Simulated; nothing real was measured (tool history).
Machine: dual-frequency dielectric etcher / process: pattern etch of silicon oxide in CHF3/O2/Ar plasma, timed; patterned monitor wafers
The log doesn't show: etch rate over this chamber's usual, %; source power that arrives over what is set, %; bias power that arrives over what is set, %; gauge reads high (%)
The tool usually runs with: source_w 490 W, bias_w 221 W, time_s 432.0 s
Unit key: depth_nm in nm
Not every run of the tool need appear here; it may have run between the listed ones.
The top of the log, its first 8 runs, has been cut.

run    hour  source_w  bias_w  time_s  wafers since the last listed run  hours since the last wet clean  hours since the last source power generator calibration  hours since the last bias power generator calibration  hours since the last upper electrode change  hours since the gauge calibration  read-back reference wafer on the same gauge, depth_nm  depth_nm
  9   760.2       410     239   470.5                              1135                           630.4                                                    404.5                                                  993.5                                       5072.7                              874.4                                                  776.4     937.1
 10   824.6       490     221   432.0                               337                           694.8                                                    468.9                                                 1057.9                                       5137.1                              938.8                                                  777.0     909.2
      849.2  -- upper electrode replaced
 11   861.9       490     221   432.0                                69                           732.1                                                    506.2                                                 1095.2                                         12.7                              976.1                                                  776.6     911.1
 12   906.3       490     190   432.0                               232                           776.5                                                    550.6                                                 1139.6                                         57.1                             1020.5                                                  777.6     877.2
     1013.2  -- wet clean of the chamber
 13  1013.7       490     221   432.0                               437                             0.5                                                    658.0                                                 1247.0                                        164.5                             1127.9                                                  778.3     907.4
 14  1032.1       490     221   432.0                                96                            18.9                                                    676.4                                                 1265.4                                        182.9                             1146.3                                                  777.1     910.1
 15  1095.7       490     221   432.0                               333                            82.5                                                    740.0                                                 1329.0                                        246.5                             1209.9                                                  775.9     910.3
 16  1200.9       490     221   432.0                               551                           187.7                                                    845.2                                                 1434.2                                        351.7                             1315.1                                                  776.1     912.5
 17  1271.0       490     221   376.5                               367                           257.8                                                    915.3                                                 1504.3                                        421.8                             1385.2                                                  777.3     794.3
 18  1354.0       490     197   371.5                               434                           340.8                                                    998.3                                                 1587.3                                        504.8                             1468.2                                                  776.4     758.9
 19  1433.0       550     196   553.0                               414                           419.8                                                   1077.3                                                 1666.3                                        583.8                             1547.2                                                  777.8    1194.0
 20  1488.4       520     221   522.0                               290                           475.2                                                   1132.7                                                 1721.7                                        639.2                             1602.6                                                  776.5    1129.3
 21  1644.9       490     221   432.0                               820                           631.7                                                   1289.2                                                 1878.2                                        795.7                             1759.1                                                  776.5     913.2
     1698.4  -- wet clean of the chamber
 22  1729.7       560     221   432.0                               318                            31.3                                                   1374.0                                                 1963.0                                        880.5                             1843.9                                                  776.5     963.1
 23  1777.0       560     262   470.5                               247                            78.6                                                   1421.3                                                 2010.3                                        927.8                             1891.2                                                  776.9    1092.5
     1847.4  -- gauge calibrated
 24  1847.4       490     171   432.0                               368                           149.0                                                   1491.7                                                 2080.7                                        998.2                                0.0                                                  776.7     854.0
 25  1938.2       390     221   384.0                               475                           239.8                                                   1582.5                                                 2171.5                                       1089.0                               90.8                                                  776.8     736.5

Predict the results of run 26:
 26  1988.4       490     221   432.0                               263                           290.0                                                   1632.7                                                 2221.7                                       1139.2                              141.0                                                      ?         ?

Logged for run 26: read-back reference wafer on the same gauge, depth_nm 776.2, depth_nm 911.4 nm.
Without the tool's hidden state the same run would have given depth_nm 911.4 nm.
